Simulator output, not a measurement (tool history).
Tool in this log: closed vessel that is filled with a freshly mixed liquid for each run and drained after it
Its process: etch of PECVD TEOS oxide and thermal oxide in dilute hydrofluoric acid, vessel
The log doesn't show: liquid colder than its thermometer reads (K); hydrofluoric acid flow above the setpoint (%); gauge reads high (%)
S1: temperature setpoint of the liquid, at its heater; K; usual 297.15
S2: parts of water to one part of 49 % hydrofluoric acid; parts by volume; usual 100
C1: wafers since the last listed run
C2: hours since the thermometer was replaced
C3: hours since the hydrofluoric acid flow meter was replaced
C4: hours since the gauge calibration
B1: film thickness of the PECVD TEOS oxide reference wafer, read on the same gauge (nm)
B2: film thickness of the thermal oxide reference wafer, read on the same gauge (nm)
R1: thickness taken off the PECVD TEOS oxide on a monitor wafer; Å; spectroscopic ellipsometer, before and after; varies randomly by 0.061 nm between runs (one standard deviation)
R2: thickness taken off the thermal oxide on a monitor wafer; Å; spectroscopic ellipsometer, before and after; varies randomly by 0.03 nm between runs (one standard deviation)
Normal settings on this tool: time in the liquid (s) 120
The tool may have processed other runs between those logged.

Run 1, hour 0.0: usual settings but S2 80 parts by volume; C1 0; C2 1621.4; C3 2306.5; C4 1.9; B1 89.99; B2 99.97. Result: R1 163.5 Å, R2 80.5 Å.
Run 2, hour 15.1: usual settings but time in the liquid (s) 165; C1 1167; C2 1636.5; C3 2321.6; C4 17.0; B1 90.04; B2 100.07. Result: R1 173.8 Å, R2 86.2 Å.
Run 3, hour 106.8: usual settings; C1 7089; C2 1728.2; C3 2413.3; C4 108.7; B1 89.99; B2 100.01. Result: R1 126.9 Å, R2 62.5 Å.
Run 4, hour 139.5: usual settings; C1 2528; C2 1760.9; C3 2446.0; C4 141.4; B1 90.02; B2 100.02. Result: R1 127.0 Å, R2 62.4 Å.
Run 5, hour 156.2: usual settings; C1 1291; C2 1777.6; C3 2462.7; C4 158.1; B1 89.96; B2 100.02. Result: R1 126.0 Å, R2 61.9 Å.
Run 6, hour 191.4: usual settings; C1 2721; C2 1812.8; C3 2497.9; C4 193.3; B1 90.00; B2 100.02. Result: R1 126.5 Å, R2 62.2 Å.
Run 7, hour 209.3: usual settings; C1 1383; C2 1830.7; C3 2515.8; C4 211.2; B1 90.00; B2 99.98. Result: R1 125.6 Å, R2 61.4 Å.
Run 8, hour 243.6: usual settings but S1 293.65 K; C1 2651; C2 1865.0; C3 2550.1; C4 245.5; B1 90.02; B2 99.97. Result: R1 108.8 Å, R2 53.7 Å.
Run 9, hour 272.3: usual settings; C1 2218; C2 1893.7; C3 2578.8; C4 274.2; B1 89.98; B2 99.97. Result: R1 125.4 Å, R2 62.0 Å.
Run 10, hour 299.3: usual settings; C1 2087; C2 1920.7; C3 2605.8; C4 301.2; B1 90.02; B2 100.01. Result: R1 125.3 Å, R2 61.7 Å.
At hour 313.0: gauge calibrated.
Run 11, hour 328.0: usual settings; C1 2218; C2 1949.4; C3 2634.5; C4 15.0; B1 89.99; B2 100.07. Result: R1 125.4 Å, R2 61.9 Å.
Run 12, hour 351.7: usual settings but S1 294.15 K, S2 135 parts by volume, time in the liquid (s) 55; C1 1832; C2 1973.1; C3 2658.2; C4 38.7; B1 90.01; B2 100.01. Result: R1 36.1 Å, R2 17.9 Å.
Run 13, hour 371.4: usual settings but S1 295.15 K; C1 1523; C2 1992.8; C3 2677.9; C4 58.4; B1 90.02; B2 100.04. Result: R1 115.1 Å, R2 56.8 Å.
Run 14, hour 392.0: usual settings but S1 294.65 K, S2 80 parts by volume, time in the liquid (s) 170; C1 1592; C2 2013.4; C3 2698.5; C4 79.0; B1 89.98; B2 99.96. Result: R1 203.6 Å, R2 99.9 Å.
Run 15, hour 409.5: usual settings but S1 300.65 K, S2 55 parts by volume, time in the liquid (s) 55; C1 1352; C2 2030.9; C3 2716.0; C4 96.5; B1 89.99; B2 100.02. Result: R1 125.6 Å, R2 62.4 Å.

Run 16, settings as shown, results not yet in. Your forecast:
Run 16, hour 444.9: usual settings but S1 295.15 K, S2 65 parts by volume; C1 2736; C2 2066.3; C3 2751.4; C4 131.9; B1 ?; B2 ?. Result: R1 ?, R2 ?.

B1: 89.99
B2: 100.00
R1: 185.1 Å
R2: 90.4 Å
The same run, on a tool lacking any hidden state, would have yielded R1 207.2 Å, R2 101.2 Å.
